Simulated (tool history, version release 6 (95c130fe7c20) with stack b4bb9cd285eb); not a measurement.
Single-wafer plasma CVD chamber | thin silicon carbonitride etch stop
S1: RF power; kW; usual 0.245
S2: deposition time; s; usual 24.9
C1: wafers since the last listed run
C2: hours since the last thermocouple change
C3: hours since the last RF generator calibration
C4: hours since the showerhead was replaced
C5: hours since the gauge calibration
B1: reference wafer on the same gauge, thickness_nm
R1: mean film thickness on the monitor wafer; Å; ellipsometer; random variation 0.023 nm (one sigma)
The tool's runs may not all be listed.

Run 1, hour 0.0: usual settings; C1 0; C2 1118.1; C3 1363.3; C4 2744.3; C5 113.9; B1 16.697. Result: R1 150.95 Å.
Run 2, hour 34.2: usual settings; C1 714; C2 1152.3; C3 1397.5; C4 2778.5; C5 148.1; B1 16.696. Result: R1 151.03 Å.
At hour 52.8: gauge calibrated.
Run 3, hour 54.6: usual settings but S1 0.270 kW, S2 27.3 s; C1 426; C2 1172.7; C3 1417.9; C4 2798.9; C5 1.8; B1 16.698. Result: R1 170.93 Å.
Run 4, hour 81.2: usual settings but S1 0.270 kW, S2 27.3 s; C1 555; C2 1199.3; C3 1444.5; C4 2825.5; C5 28.4; B1 16.700. Result: R1 171.22 Å.
At hour 97.0: thermocouple changed; heater temperature recalibrated.
At hour 105.3: showerhead replaced.
Run 5, hour 105.8: usual settings; C1 179; C2 8.8; C3 1469.1; C4 0.5; C5 53.0; B1 16.704. Result: R1 151.11 Å.
Run 6, hour 121.6: usual settings; C1 329; C2 24.6; C3 1484.9; C4 16.3; C5 68.8; B1 16.708. Result: R1 151.33 Å.
Run 7, hour 136.0: usual settings; C1 300; C2 39.0; C3 1499.3; C4 30.7; C5 83.2; B1 16.691. Result: R1 150.86 Å.
Run 8, hour 156.9: usual settings; C1 436; C2 59.9; C3 1520.2; C4 51.6; C5 104.1; B1 16.699. Result: R1 150.85 Å.
Run 9, hour 175.4: usual settings but S1 0.270 kW, S2 29.9 s; C1 386; C2 78.4; C3 1538.7; C4 70.1; C5 122.6; B1 16.697. Result: R1 187.16 Å.
At hour 202.7: RF generator calibrated.
Run 10, hour 203.2: usual settings but S1 0.230 kW; C1 413; C2 106.2; C3 0.5; C4 97.9; C5 150.4; B1 16.705. Result: R1 148.11 Å.
Run 11, hour 214.7: usual settings; C1 240; C2 117.7; C3 12.0; C4 109.4; C5 161.9; B1 16.706. Result: R1 151.27 Å.
At hour 229.4: gauge calibrated.
Run 12, hour 240.7: usual settings but S1 0.210 kW, S2 22.8 s; C1 543; C2 143.7; C3 38.0; C4 135.4; C5 11.3; B1 16.704. Result: R1 131.84 Å.
Run 13, hour 259.7: usual settings but S1 0.265 kW, S2 20.7 s; C1 396; C2 162.7; C3 57.0; C4 154.4; C5 30.3; B1 16.697. Result: R1 128.81 Å.
Run 14, hour 276.3: usual settings; C1 346; C2 179.3; C3 73.6; C4 171.0; C5 46.9; B1 16.701. Result: R1 150.77 Å.
Run 15, hour 291.2: usual settings but S1 0.195 kW, S2 28.5 s; C1 311; C2 194.2; C3 88.5; C4 185.9; C5 61.8; B1 16.697. Result: R1 160.90 Å.
Run 16, hour 306.8: usual settings but S1 0.270 kW, S2 28.3 s; C1 325; C2 209.8; C3 104.1; C4 201.5; C5 77.4; B1 16.704. Result: R1 177.18 Å.

Forecast each of these 5 alternatives for the next run:
Run A, hour 307.2: usual settings; C1 8; C2 210.2; C3 104.5; C4 201.9; C5 77.8; B1 ?. Result: R1 ?.
Run B, hour 307.2: usual settings but S1 0.280 kW, S2 27.1 s; C1 8; C2 210.2; C3 104.5; C4 201.9; C5 77.8; B1 ?. Result: R1 ?.
Run C, hour 307.2: usual settings but S1 0.275 kW; C1 8; C2 210.2; C3 104.5; C4 201.9; C5 77.8; B1 ?. Result: R1 ?.
Run D, hour 307.2: usual settings but S2 23.5 s; C1 8; C2 210.2; C3 104.5; C4 201.9; C5 77.8; B1 ?. Result: R1 ?.
Run E, hour 307.2: usual settings but S1 0.200 kW, S2 23.3 s; C1 8; C2 210.2; C3 104.5; C4 201.9; C5 77.8; B1 ?. Result: R1 ?.

run      B1      R1
  A  16.700  150.96
  B  16.700  171.30
  C  16.700  156.51
  D  16.700  142.47
  E  16.700  132.52
Without the tool's hidden state the same runs would have given:
run      R1
  A  150.96
  B  171.30
  C  156.51
  D  142.47
  E  132.52
